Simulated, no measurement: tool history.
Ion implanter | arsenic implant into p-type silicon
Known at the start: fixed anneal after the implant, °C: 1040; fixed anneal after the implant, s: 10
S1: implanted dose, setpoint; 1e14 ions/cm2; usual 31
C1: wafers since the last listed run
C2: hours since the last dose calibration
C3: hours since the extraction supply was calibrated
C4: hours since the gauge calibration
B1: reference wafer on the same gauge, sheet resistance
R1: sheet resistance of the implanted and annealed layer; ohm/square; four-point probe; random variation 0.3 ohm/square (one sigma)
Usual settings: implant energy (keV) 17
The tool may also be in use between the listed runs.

Run 1, day 0: usual settings but S1 23.79 1e14 ions/cm2, implant energy (keV) 19; C1 0; C2 990.8; C3 5742.1; C4 26.8; B1 121.23. Result: R1 105.48 ohm/square.
Run 2, day 0.842: usual settings but S1 35.65 1e14 ions/cm2, implant energy (keV) 12.5; C1 413; C2 1011; C3 5762.3; C4 47; B1 121.34. Result: R1 109.62 ohm/square.
Run 3, day 1.946: usual settings but S1 35.65 1e14 ions/cm2, implant energy (keV) 12.5; C1 542; C2 1037.5; C3 5788.8; C4 73.5; B1 121.34. Result: R1 109.94 ohm/square.
Run 4, day 2.529: usual settings; C1 286; C2 1051.5; C3 5802.8; C4 87.5; B1 121.54. Result: R1 104.57 ohm/square.
Run 5, day 3.421: usual settings but implant energy (keV) 13; C1 438; C2 1072.9; C3 5824.2; C4 108.9; B1 121.46. Result: R1 111.55 ohm/square.
Run 6, day 4.829: usual settings; C1 692; C2 1106.7; C3 5858; C4 142.7; B1 121.67. Result: R1 104.81 ohm/square.
Run 7, day 5.429: usual settings but implant energy (keV) 15; C1 294; C2 1121.1; C3 5872.4; C4 157.1; B1 121.69. Result: R1 107.52 ohm/square.
Run 8, day 6.462: usual settings but implant energy (keV) 20; C1 508; C2 1145.9; C3 5897.2; C4 181.9; B1 122.07. Result: R1 99.52 ohm/square.
Run 9, day 7.233: usual settings but S1 28.61 1e14 ions/cm2; C1 378; C2 1164.4; C3 5915.7; C4 200.4; B1 122.05. Result: R1 106.39 ohm/square.
Run 10, day 7.842: usual settings but S1 26.02 1e14 ions/cm2, implant energy (keV) 13.5; C1 299; C2 1179; C3 5930.3; C4 215; B1 122.03. Result: R1 114.26 ohm/square.
At day 8.792: Faraday cup replaced and dose calibrated.
At day 9.296: extraction supply calibrated.
Run 11, day 9.317: usual settings but S1 39.75 1e14 ions/cm2; C1 397; C2 12.6; C3 0.5; C4 250.4; B1 122.25. Result: R1 101.43 ohm/square.
Run 12, day 9.654: usual settings but S1 38.32 1e14 ions/cm2, implant energy (keV) 20.5; C1 165; C2 20.7; C3 8.6; C4 258.5; B1 122.32. Result: R1 96.41 ohm/square.
At day 10.471: gauge calibrated.
Run 13, day 10.983: usual settings but S1 35.03 1e14 ions/cm2, implant energy (keV) 13; C1 653; C2 52.6; C3 40.5; C4 12.3; B1 121.08. Result: R1 108.99 ohm/square.
Run 14, day 11.742: usual settings but S1 39.9 1e14 ions/cm2, implant energy (keV) 19; C1 372; C2 70.8; C3 58.7; C4 30.5; B1 121.08. Result: R1 97.04 ohm/square.
Run 15, day 12.933: usual settings but S1 34.76 1e14 ions/cm2; C1 585; C2 99.4; C3 87.3; C4 59.1; B1 121.21. Result: R1 102.68 ohm/square.
Run 16, day 13.454: usual settings; C1 256; C2 111.9; C3 99.8; C4 71.6; B1 121.3. Result: R1 104.52 ohm/square.

Hidden state at the last listed run before each entry between runs and at the first one after, where it differs:
Between runs 10 and 11: Faraday cup replaced and dose calibrated (day 8.792); extraction supply calibrated (day 9.296)
  gauge reads high (%): 0.877 -> 1.02
  measured less the result without the state, R1: +0.99 -> +1.02 ohm/square
Between runs 12 and 13: gauge calibrated (day 10.471)
  gauge reads high (%): 1.05 -> 0.107
  measured less the result without the state, R1: +1 -> +0.11 ohm/square
